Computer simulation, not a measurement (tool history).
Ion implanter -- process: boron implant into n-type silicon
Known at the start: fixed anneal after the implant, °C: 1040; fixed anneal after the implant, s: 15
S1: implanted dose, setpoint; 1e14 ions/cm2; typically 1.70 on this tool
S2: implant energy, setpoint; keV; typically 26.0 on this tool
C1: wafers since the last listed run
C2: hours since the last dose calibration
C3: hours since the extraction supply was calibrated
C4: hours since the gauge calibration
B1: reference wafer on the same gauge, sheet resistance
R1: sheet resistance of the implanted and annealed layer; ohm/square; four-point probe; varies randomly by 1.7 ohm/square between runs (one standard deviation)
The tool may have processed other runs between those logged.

{"run": 1, "hour": 0.0, "S1": 2.06, "S2": 26.0, "C1": 0, "C2": 354.6, "C3": 2294.7, "C4": 1058.6, "B1": 513.94, "R1": 443.51}
{"run": 2, "hour": 57.4, "S1": 2.06, "S2": 26.0, "C1": 750, "C2": 412.0, "C3": 2352.1, "C4": 1116.0, "B1": 514.04, "R1": 440.08}
{"run": 3, "hour": 324.3, "S1": 1.95, "S2": 26.0, "C1": 3489, "C2": 678.9, "C3": 2619.0, "C4": 1382.9, "B1": 513.93, "R1": 455.66}
{"run": 4, "hour": 432.1, "S1": 1.7, "S2": 26.0, "C1": 1409, "C2": 786.7, "C3": 2726.8, "C4": 1490.7, "B1": 514.72, "R1": 507.68}
{"run": 5, "hour": 509.4, "S1": 1.97, "S2": 26.0, "C1": 1010, "C2": 864.0, "C3": 2804.1, "C4": 1568.0, "B1": 513.05, "R1": 450.42}
{"run": 6, "hour": 583.9, "S1": 1.97, "S2": 26.0, "C1": 974, "C2": 938.5, "C3": 2878.6, "C4": 1642.5, "B1": 514.29, "R1": 450.92}
{"hour": 611.6, "done": "gauge calibrated"}
{"run": 7, "hour": 626.3, "S1": 1.7, "S2": 31.5, "C1": 554, "C2": 980.9, "C3": 2921.0, "C4": 14.7, "B1": 514.34, "R1": 491.84}
{"run": 8, "hour": 675.6, "S1": 1.7, "S2": 31.5, "C1": 644, "C2": 1030.2, "C3": 2970.3, "C4": 64.0, "B1": 514.25, "R1": 489.32}
{"run": 9, "hour": 730.8, "S1": 1.7, "S2": 31.5, "C1": 721, "C2": 1085.4, "C3": 3025.5, "C4": 119.2, "B1": 512.98, "R1": 490.18}
{"run": 10, "hour": 768.5, "S1": 1.7, "S2": 20.5, "C1": 492, "C2": 1123.1, "C3": 3063.2, "C4": 156.9, "B1": 513.08, "R1": 517.67}
{"run": 11, "hour": 810.1, "S1": 1.51, "S2": 18.5, "C1": 543, "C2": 1164.7, "C3": 3104.8, "C4": 198.5, "B1": 513.51, "R1": 580.28}
{"run": 12, "hour": 879.6, "S1": 1.55, "S2": 32.5, "C1": 908, "C2": 1234.2, "C3": 3174.3, "C4": 268.0, "B1": 513.88, "R1": 518.49}
{"hour": 940.6, "done": "Faraday cup replaced and dose calibrated"}
{"run": 13, "hour": 951.4, "S1": 1.35, "S2": 22.0, "C1": 834, "C2": 10.8, "C3": 3246.1, "C4": 339.8, "B1": 513.88, "R1": 629.62}
{"hour": 993.4, "done": "extraction supply calibrated"}
{"run": 14, "hour": 1022.6, "S1": 1.7, "S2": 26.0, "C1": 826, "C2": 82.0, "C3": 29.2, "C4": 411.0, "B1": 514.05, "R1": 513.55}
{"run": 15, "hour": 1088.4, "S1": 1.51, "S2": 29.0, "C1": 860, "C2": 147.8, "C3": 95.0, "C4": 476.8, "B1": 512.98, "R1": 550.43}
{"run": 16, "hour": 1163.2, "S1": 1.96, "S2": 18.5, "C1": 978, "C2": 222.6, "C3": 169.8, "C4": 551.6, "B1": 513.98, "R1": 476.5}
{"run": 17, "hour": 1216.8, "S1": 1.56, "S2": 31.0, "C1": 700, "C2": 276.2, "C3": 223.4, "C4": 605.2, "B1": 514.18, "R1": 533.31}
{"run": 18, "hour": 1318.3, "S1": 1.51, "S2": 29.0, "C1": 1327, "C2": 377.7, "C3": 324.9, "C4": 706.7, "B1": 513.5, "R1": 547.41}
{"run": 19, "hour": 1414.1, "S1": 1.7, "S2": 26.0, "C1": 1252, "C2": 473.5, "C3": 420.7, "C4": 802.5, "B1": 514.25, "R1": 509.54}
{"run": 20, "hour": 1496.5, "S1": 1.7, "S2": 26.0, "C1": 1077, "C2": 555.9, "C3": 503.1, "C4": 884.9, "B1": 514.0, "R1": 510.2}
{"run": 21, "hour": 1566.0, "S1": 1.92, "S2": 20.5, "C1": 908, "C2": 625.4, "C3": 572.6, "C4": 954.4, "B1": 514.07, "R1": 475.88}

Consider 4 possible next runs. They are alternatives, not a sequence: every one starts from the tool as it was left by run 21. What does each give?
{"run": "A", "hour": 1566.4, "S1": 1.7, "S2": 26.0, "C1": 5, "C2": 625.8, "C3": 573.0, "C4": 954.8, "B1": "?", "R1": "?"}
{"run": "B", "hour": 1566.4, "S1": 1.47, "S2": 22.0, "C1": 5, "C2": 625.8, "C3": 573.0, "C4": 954.8, "B1": "?", "R1": "?"}
{"run": "C", "hour": 1566.4, "S1": 1.54, "S2": 17.0, "C1": 5, "C2": 625.8, "C3": 573.0, "C4": 954.8, "B1": "?", "R1": "?"}
{"run": "D", "hour": 1566.4, "S1": 1.48, "S2": 32.0, "C1": 5, "C2": 625.8, "C3": 573.0, "C4": 954.8, "B1": "?", "R1": "?"}

run=A B1=514.02 R1=507.44
run=B B1=514.02 R1=583.00
run=C B1=514.02 R1=582.34
run=D B1=514.02 R1=548.02
With the hidden condition removed and each run's random variation left untouched, the same runs would have given:
run=A R1=513.16
run=B R1=589.60
run=C R1=589.11
run=D R1=553.96
